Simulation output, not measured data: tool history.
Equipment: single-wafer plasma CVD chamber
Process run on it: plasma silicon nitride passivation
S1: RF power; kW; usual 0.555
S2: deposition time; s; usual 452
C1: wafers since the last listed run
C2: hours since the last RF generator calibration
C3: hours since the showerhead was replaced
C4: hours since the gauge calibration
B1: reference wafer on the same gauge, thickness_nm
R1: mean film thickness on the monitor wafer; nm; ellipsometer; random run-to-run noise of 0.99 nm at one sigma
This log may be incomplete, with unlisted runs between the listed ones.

| run | hour | S1 | S2 | C1 | C2 | C3 | C4 | B1 | R1 |
|---|---|---|---|---|---|---|---|---|---|
| 1 | 0 | 0.47 | 476 | 0 | 1530.7 | 2654.7 | 93.1 | 757.953 | 659.993 |
| 2 | 7.4 | 0.555 | 452 | 39 | 1538.1 | 2662.1 | 100.5 | 757.979 | 661.238 |
| 3 | 16.3 | 0.5 | 452 | 47 | 1547 | 2671 | 109.4 | 757.838 | 640.928 |
| 4 | 24.2 | 0.555 | 452 | 41 | 1554.9 | 2678.9 | 117.3 | 758.106 | 660.248 |
| 5 | 35 | 0.555 | 452 | 57 | 1565.7 | 2689.7 | 128.1 | 757.956 | 661.794 |
| 6 | 41.2 | 0.555 | 452 | 32 | 1571.9 | 2695.9 | 134.3 | 758.047 | 661.031 |
| 7 | 56 | 0.555 | 452 | 78 | 1586.7 | 2710.7 | 149.1 | 757.845 | 660.874 |
| 8 | 62 | 0.555 | 452 | 31 | 1592.7 | 2716.7 | 155.1 | 757.994 | 659.895 |
| 9 | 75.6 | 0.555 | 452 | 71 | 1606.3 | 2730.3 | 168.7 | 757.896 | 660.199 |
| 10 | 87 | 0.555 | 452 | 60 | 1617.7 | 2741.7 | 180.1 | 758.308 | 658.912 |
| 11 | 108 | 0.555 | 452 | 111 | 1638.7 | 2762.7 | 201.1 | 757.818 | 658.911 |
| 12 | 115.8 | 0.59 | 399 | 41 | 1646.5 | 2770.5 | 208.9 | 757.93 | 594.363 |
| 13 | 125.3 | 0.485 | 524 | 50 | 1656 | 2780 | 218.4 | 758.001 | 735.658 |
| 14 | 142.1 | 0.555 | 452 | 88 | 1672.8 | 2796.8 | 235.2 | 758.185 | 663.185 |
|  | 152 | RF generator calibrated |
|  | 153.5 | showerhead replaced |
| 15 | 154 | 0.66 | 478 | 12 | 2 | 0.5 | 247.1 | 758.068 | 737.384 |
| 16 | 175.2 | 0.6 | 389 | 112 | 23.2 | 21.7 | 268.3 | 758.004 | 583.979 |
| 17 | 186.9 | 0.47 | 391 | 61 | 34.9 | 33.4 | 280 | 758.158 | 542.133 |
| 18 | 201.3 | 0.475 | 485 | 76 | 49.3 | 47.8 | 294.4 | 757.916 | 675.597 |
|  | 204.5 | gauge calibrated |
| 19 | 216.7 | 0.65 | 530 | 81 | 64.7 | 63.2 | 12.2 | 757.843 | 813.626 |
| 20 | 226.4 | 0.555 | 452 | 51 | 74.4 | 72.9 | 21.9 | 757.922 | 662.711 |
| 21 | 243.9 | 0.555 | 452 | 92 | 91.9 | 90.4 | 39.4 | 758.125 | 659.558 |
| 22 | 258.2 | 0.655 | 368 | 75 | 106.2 | 104.7 | 53.7 | 757.713 | 565.568 |
| 23 | 268.2 | 0.495 | 452 | 52 | 116.2 | 114.7 | 63.7 | 757.928 | 639.232 |

Entry by entry between the runs, the difference in hidden state between the last listed run before and the first listed run after:
Between runs 14 and 15: RF generator calibrated (hour 152); showerhead replaced (hour 153.5)
  nothing in the hidden state changes from one run to the other
Between runs 18 and 19: gauge calibrated (hour 204.5)
  nothing in the hidden state changes from one run to the other
